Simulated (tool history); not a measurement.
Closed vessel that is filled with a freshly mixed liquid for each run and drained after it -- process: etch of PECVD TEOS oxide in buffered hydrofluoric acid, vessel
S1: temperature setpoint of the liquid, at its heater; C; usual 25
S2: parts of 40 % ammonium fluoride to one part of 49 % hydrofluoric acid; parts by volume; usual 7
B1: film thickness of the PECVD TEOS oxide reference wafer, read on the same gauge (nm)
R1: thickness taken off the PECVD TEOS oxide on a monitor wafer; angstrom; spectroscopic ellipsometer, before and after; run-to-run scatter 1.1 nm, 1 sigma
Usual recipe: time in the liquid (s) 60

run 1 day=0 | S1=25 S2=7 time_in_the_liquid_(s)=80 | B1=129.99 | R1=2998.9
run 2 day=0.662 | S1=25 S2=7 time_in_the_liquid_(s)=60 | B1=129.99 | R1=2253.8
run 3 day=0.929 | S1=25 S2=7 time_in_the_liquid_(s)=60 | B1=129.99 | R1=2267.5
run 4 day=1.533 | S1=25 S2=7 time_in_the_liquid_(s)=60 | B1=129.97 | R1=2243.2
run 5 day=1.962 | S1=25 S2=7 time_in_the_liquid_(s)=60 | B1=129.96 | R1=2252.6
run 6 day=2.379 | S1=21 S2=9 time_in_the_liquid_(s)=60 | B1=130 | R1=1442
-- day=2.875 hydrofluoric acid flow meter replaced
run 7 day=2.933 | S1=21 S2=9 time_in_the_liquid_(s)=60 | B1=129.96 | R1=1598.9
-- day=3.188 gauge calibrated
run 8 day=3.592 | S1=21 S2=9 time_in_the_liquid_(s)=60 | B1=130.01 | R1=1591.9
run 9 day=4.238 | S1=23.5 S2=9 time_in_the_liquid_(s)=90 | B1=130.01 | R1=2767.1
-- day=4.796 thermometer replaced
run 10 day=4.9 | S1=27.5 S2=8 time_in_the_liquid_(s)=35 | B1=130 | R1=1502.5
run 11 day=5.225 | S1=23.5 S2=7 time_in_the_liquid_(s)=50 | B1=130.02 | R1=1993.2
run 12 day=5.542 | S1=20 S2=9 time_in_the_liquid_(s)=75 | B1=129.99 | R1=1885.8
run 13 day=5.946 | S1=25 S2=7 time_in_the_liquid_(s)=60 | B1=129.99 | R1=2601.2
run 14 day=6.679 | S1=25 S2=7 time_in_the_liquid_(s)=80 | B1=129.98 | R1=3454
run 15 day=7.133 | S1=22.5 S2=7 time_in_the_liquid_(s)=60 | B1=130.02 | R1=2253.6
run 16 day=7.838 | S1=22.5 S2=10 time_in_the_liquid_(s)=35 | B1=129.99 | R1=936.7
run 17 day=8.15 | S1=25 S2=9.5 time_in_the_liquid_(s)=50 | B1=130 | R1=1599.9

What would each run have given without the hidden state, its run-to-run variation left as it was?
The tool's hidden condition here consists of: liquid hotter than its thermometer reads (K); hydrofluoric acid flow below the setpoint (%); gauge reads high (%).
run=1 R1=3500.7
run=2 R1=2634.4
run=3 R1=2652.2
run=4 R1=2626.9
run=5 R1=2640.4
run=6 R1=1606.1
run=7 R1=1607
run=8 R1=1601.1
run=9 R1=2785
run=10 R1=1521.2
run=11 R1=2019
run=12 R1=1900.6
run=13 R1=2638.4
run=14 R1=3508.3
run=15 R1=2291.1
run=16 R1=951.8
run=17 R1=1617.1
